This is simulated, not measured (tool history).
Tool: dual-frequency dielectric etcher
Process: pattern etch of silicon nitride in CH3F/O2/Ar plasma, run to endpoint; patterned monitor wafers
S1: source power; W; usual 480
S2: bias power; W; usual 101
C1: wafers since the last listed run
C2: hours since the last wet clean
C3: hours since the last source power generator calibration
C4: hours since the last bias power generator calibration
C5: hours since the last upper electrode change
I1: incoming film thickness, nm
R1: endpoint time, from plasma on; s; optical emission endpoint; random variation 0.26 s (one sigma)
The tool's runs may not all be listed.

{"run": 1, "day": 0.0, "S1": 480, "S2": 101, "C1": 0, "C2": 147.9, "C3": 3525.7, "C4": 4523.1, "C5": 2317.6, "I1": 29.57, "R1": 37.3}
{"run": 2, "day": 1.017, "S1": 480, "S2": 101, "C1": 273, "C2": 172.3, "C3": 3550.1, "C4": 4547.5, "C5": 2342.0, "I1": 29.66, "R1": 37.8}
{"run": 3, "day": 2.292, "S1": 480, "S2": 101, "C1": 343, "C2": 202.9, "C3": 3580.7, "C4": 4578.1, "C5": 2372.6, "I1": 30.07, "R1": 38.5}
{"run": 4, "day": 2.888, "S1": 480, "S2": 101, "C1": 160, "C2": 217.2, "C3": 3595.0, "C4": 4592.4, "C5": 2386.9, "I1": 29.62, "R1": 37.6}
{"run": 5, "day": 3.546, "S1": 480, "S2": 101, "C1": 177, "C2": 233.0, "C3": 3610.8, "C4": 4608.2, "C5": 2402.7, "I1": 29.83, "R1": 37.9}
{"run": 6, "day": 4.275, "S1": 480, "S2": 101, "C1": 196, "C2": 250.5, "C3": 3628.3, "C4": 4625.7, "C5": 2420.2, "I1": 29.59, "R1": 37.6}
{"run": 7, "day": 5.296, "S1": 480, "S2": 101, "C1": 274, "C2": 275.0, "C3": 3652.8, "C4": 4650.2, "C5": 2444.7, "I1": 29.94, "R1": 38.5}
{"run": 8, "day": 7.983, "S1": 480, "S2": 101, "C1": 723, "C2": 339.5, "C3": 3717.3, "C4": 4714.7, "C5": 2509.2, "I1": 29.73, "R1": 38.1}
{"run": 9, "day": 10.946, "S1": 480, "S2": 101, "C1": 797, "C2": 410.6, "C3": 3788.4, "C4": 4785.8, "C5": 2580.3, "I1": 29.43, "R1": 38.1}
{"day": 12.404, "done": "wet clean of the chamber"}
{"run": 10, "day": 12.425, "S1": 480, "S2": 101, "C1": 128, "C2": 0.5, "C3": 3823.9, "C4": 4821.3, "C5": 2615.8, "I1": 29.96, "R1": 36.7}
{"run": 11, "day": 13.096, "S1": 480, "S2": 101, "C1": 180, "C2": 16.6, "C3": 3840.0, "C4": 4837.4, "C5": 2631.9, "I1": 29.64, "R1": 36.4}
{"run": 12, "day": 13.8, "S1": 480, "S2": 101, "C1": 189, "C2": 33.5, "C3": 3856.9, "C4": 4854.3, "C5": 2648.8, "I1": 29.87, "R1": 36.4}
{"run": 13, "day": 14.571, "S1": 510, "S2": 93, "C1": 207, "C2": 52.0, "C3": 3875.4, "C4": 4872.8, "C5": 2667.3, "I1": 29.69, "R1": 36.6}
{"day": 14.804, "done": "bias power generator calibrated"}
{"run": 14, "day": 17.062, "S1": 510, "S2": 93, "C1": 625, "C2": 111.8, "C3": 3935.2, "C4": 54.2, "C5": 2727.1, "I1": 29.9, "R1": 36.5}
{"run": 15, "day": 18.458, "S1": 480, "S2": 101, "C1": 375, "C2": 145.3, "C3": 3968.7, "C4": 87.7, "C5": 2760.6, "I1": 29.44, "R1": 36.2}
{"day": 20.162, "done": "upper electrode replaced"}
{"run": 16, "day": 20.183, "S1": 580, "S2": 108, "C1": 195, "C2": 186.7, "C3": 4010.1, "C4": 129.1, "C5": 0.5, "I1": 30.16, "R1": 33.8}
{"run": 17, "day": 20.196, "S1": 480, "S2": 101, "C1": 3, "C2": 187.0, "C3": 4010.4, "C4": 129.4, "C5": 0.8, "I1": 29.63, "R1": 36.7}
{"run": 18, "day": 20.992, "S1": 410, "S2": 118, "C1": 214, "C2": 206.1, "C3": 4029.5, "C4": 148.5, "C5": 19.9, "I1": 29.6, "R1": 37.4}
{"run": 19, "day": 21.592, "S1": 590, "S2": 78, "C1": 161, "C2": 220.5, "C3": 4043.9, "C4": 162.9, "C5": 34.3, "I1": 29.76, "R1": 36.5}
{"run": 20, "day": 22.75, "S1": 440, "S2": 94, "C1": 311, "C2": 248.3, "C3": 4071.7, "C4": 190.7, "C5": 62.1, "I1": 29.66, "R1": 39.7}
{"run": 21, "day": 23.925, "S1": 480, "S2": 101, "C1": 316, "C2": 276.5, "C3": 4099.9, "C4": 218.9, "C5": 90.3, "I1": 29.66, "R1": 37.7}
{"run": 22, "day": 24.617, "S1": 450, "S2": 120, "C1": 186, "C2": 293.1, "C3": 4116.5, "C4": 235.5, "C5": 106.9, "I1": 29.74, "R1": 36.4}
{"run": 23, "day": 25.5, "S1": 380, "S2": 92, "C1": 237, "C2": 314.3, "C3": 4137.7, "C4": 256.7, "C5": 128.1, "I1": 29.62, "R1": 42.5}
{"run": 24, "day": 26.029, "S1": 570, "S2": 116, "C1": 142, "C2": 327.0, "C3": 4150.4, "C4": 269.4, "C5": 140.8, "I1": 29.7, "R1": 33.1}
{"run": 25, "day": 26.804, "S1": 360, "S2": 101, "C1": 208, "C2": 345.6, "C3": 4169.0, "C4": 288.0, "C5": 159.4, "I1": 29.52, "R1": 42.6}
{"run": 26, "day": 27.992, "S1": 480, "S2": 101, "C1": 319, "C2": 374.1, "C3": 4197.5, "C4": 316.5, "C5": 187.9, "I1": 29.62, "R1": 37.8}
{"day": 28.808, "done": "source power generator calibrated"}
{"day": 30.933, "done": "wet clean of the chamber"}
{"run": 27, "day": 30.954, "S1": 560, "S2": 101, "C1": 483, "C2": 0.5, "C3": 51.5, "C4": 387.6, "C5": 259.0, "I1": 29.53, "R1": 34.2}
{"run": 28, "day": 31.662, "S1": 480, "S2": 101, "C1": 190, "C2": 17.5, "C3": 68.5, "C4": 404.6, "C5": 276.0, "I1": 29.63, "R1": 36.8}
{"run": 29, "day": 32.9, "S1": 480, "S2": 101, "C1": 332, "C2": 47.2, "C3": 98.2, "C4": 434.3, "C5": 305.7, "I1": 29.64, "R1": 36.8}
{"run": 30, "day": 35.675, "S1": 440, "S2": 122, "C1": 746, "C2": 113.8, "C3": 164.8, "C4": 500.9, "C5": 372.3, "I1": 29.58, "R1": 36.3}
{"run": 31, "day": 36.95, "S1": 520, "S2": 121, "C1": 343, "C2": 144.4, "C3": 195.4, "C4": 531.5, "C5": 402.9, "I1": 29.87, "R1": 34.1}
{"run": 32, "day": 38.042, "S1": 480, "S2": 101, "C1": 293, "C2": 170.6, "C3": 221.6, "C4": 557.7, "C5": 429.1, "I1": 29.82, "R1": 37.8}
{"run": 33, "day": 38.575, "S1": 480, "S2": 101, "C1": 143, "C2": 183.4, "C3": 234.4, "C4": 570.5, "C5": 441.9, "I1": 29.54, "R1": 36.9}
{"run": 34, "day": 39.317, "S1": 510, "S2": 77, "C1": 199, "C2": 201.2, "C3": 252.2, "C4": 588.3, "C5": 459.7, "I1": 29.3, "R1": 39.6}
{"run": 35, "day": 40.788, "S1": 480, "S2": 101, "C1": 395, "C2": 236.5, "C3": 287.5, "C4": 623.6, "C5": 495.0, "I1": 29.49, "R1": 37.4}
{"run": 36, "day": 41.483, "S1": 580, "S2": 113, "C1": 187, "C2": 253.2, "C3": 304.2, "C4": 640.3, "C5": 511.7, "I1": 29.74, "R1": 33.9}

Forecast each of these 3 alternatives for the next run:
{"run": "A", "day": 41.5, "S1": 480, "S2": 101, "C1": 4, "C2": 253.6, "C3": 304.6, "C4": 640.7, "C5": 512.1, "I1": 29.89, "R1": "?"}
{"run": "B", "day": 41.5, "S1": 590, "S2": 91, "C1": 4, "C2": 253.6, "C3": 304.6, "C4": 640.7, "C5": 512.1, "I1": 29.89, "R1": "?"}
{"run": "C", "day": 41.5, "S1": 480, "S2": 91, "C1": 4, "C2": 253.6, "C3": 304.6, "C4": 640.7, "C5": 512.1, "I1": 29.89, "R1": "?"}

run=A R1=38.2
run=B R1=36.2
run=C R1=39.5
Without the tool's hidden state the same runs would have given:
run=A R1=36.9
run=B R1=34.9
run=C R1=38.1
